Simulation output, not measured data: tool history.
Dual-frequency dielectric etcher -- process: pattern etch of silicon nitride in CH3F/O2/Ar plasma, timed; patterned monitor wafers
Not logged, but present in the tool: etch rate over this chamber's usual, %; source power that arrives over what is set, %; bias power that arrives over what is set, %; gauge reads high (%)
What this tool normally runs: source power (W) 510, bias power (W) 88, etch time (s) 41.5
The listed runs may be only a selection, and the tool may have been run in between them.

run	day	source power (W)	bias power (W)	etch time (s)	wafers since the last listed run	hours since the last wet clean	hours since the last source power generator calibration	hours since the last bias power generator calibration	hours since the last upper electrode change	hours since the gauge calibration	read-back reference wafer on the same gauge, depth_nm	mean etch depth across the wafer (angstrom)
1	0	510	102	41.5	0	214.2	3045.9	2011.1	5557.5	34.7	41.66	369.6
2	0.583	510	102	41.5	127	228.2	3059.9	2025.1	5571.5	48.7	41.77	368
3	1.242	510	102	41.5	143	244	3075.7	2040.9	5587.3	64.5	41.61	366.4
4	1.967	510	88	41.5	157	261.4	3093.1	2058.3	5604.7	81.9	41.62	341.4
5	2.417	510	88	41.5	98	272.2	3103.9	2069.1	5615.5	92.7	41.8	340.7
6	2.996	510	88	41.5	126	286.1	3117.8	2083	5629.4	106.6	41.77	341.1
7	3.562	510	88	41.5	123	299.7	3131.4	2096.6	5643	120.2	41.75	338.5
# day 4.604: wet clean of the chamber
# day 5.575: upper electrode replaced, of another model than before
8	5.596	510	88	41.5	13	23.8	3180.2	2145.4	0.5	169	41.68	353.1
9	5.612	510	88	41.5	3	24.2	3180.6	2145.8	0.9	169.4	41.77	356.2
10	5.625	510	88	41.5	2	24.5	3180.9	2146.1	1.2	169.7	41.66	353.2
11	5.638	510	99	41.5	2	24.8	3181.2	2146.4	1.5	170	41.64	364.3
12	6.183	510	99	41.5	118	37.9	3194.3	2159.5	14.6	183.1	41.72	365.1
13	6.688	510	99	41.5	109	50	3206.4	2171.6	26.7	195.2	41.67	365.8
14	6.992	510	88	41.5	66	57.3	3213.7	2178.9	34	202.5	41.67	353.8
15	7.479	640	88	41.5	106	69	3225.4	2190.6	45.7	214.2	41.74	396.2
16	8.354	420	88	41.5	190	90	3246.4	2211.6	66.7	235.2	41.7	318.5
17	8.617	450	78	32	57	96.3	3252.7	2217.9	73	241.5	41.65	244.9
18	9.058	380	106	41.5	96	106.9	3263.3	2228.5	83.6	252.1	41.61	316.3
19	9.508	510	71	35.5	98	117.7	3274.1	2239.3	94.4	262.9	41.79	283.4
# day 9.883: gauge calibrated
# day 10.012: bias power generator calibrated
20	10.05	510	88	41.5	81	130.7	3287.1	0.9	107.4	4	41.66	349.1
# day 10.221: source power generator calibrated
21	10.412	510	101	38	42	139.4	4.6	9.6	116.1	12.7	41.74	332.2
22	10.833	510	88	41.5	91	149.5	14.7	19.7	126.2	22.8	41.64	349.9
23	11.179	550	109	41.5	75	157.8	23	28	134.5	31.1	41.61	384.6
24	11.729	630	97	29	119	171	36.2	41.2	147.7	44.3	41.72	273.6
25	12.408	510	88	41.5	147	187.3	52.5	57.5	164	60.6	41.7	348
26	12.992	470	94	35.5	127	201.3	66.5	71.5	178	74.6	41.68	289.8
27	13.471	510	88	38.5	104	212.8	78	83	189.5	86.1	41.72	321.9

Branching from run 27: 4 alternative next runs. What would each branch give?
A	13.488	510	88	41.5	3	213.2	78.4	83.4	189.9	86.5	?	?
B	13.488	510	66	31.5	3	213.2	78.4	83.4	189.9	86.5	?	?
C	13.488	390	88	41.5	3	213.2	78.4	83.4	189.9	86.5	?	?
D	13.488	610	99	54	3	213.2	78.4	83.4	189.9	86.5	?	?

run	read-back reference wafer on the same gauge, depth_nm	mean etch depth across the wafer (angstrom)
A	41.71	346.3
B	41.71	245.4
C	41.71	300.5
D	41.71	507
Take away the tool's hidden state, keep each run's random variation, and the runs would have read:
run	mean etch depth across the wafer (angstrom)
A	352.4
B	249.8
C	305.9
D	516
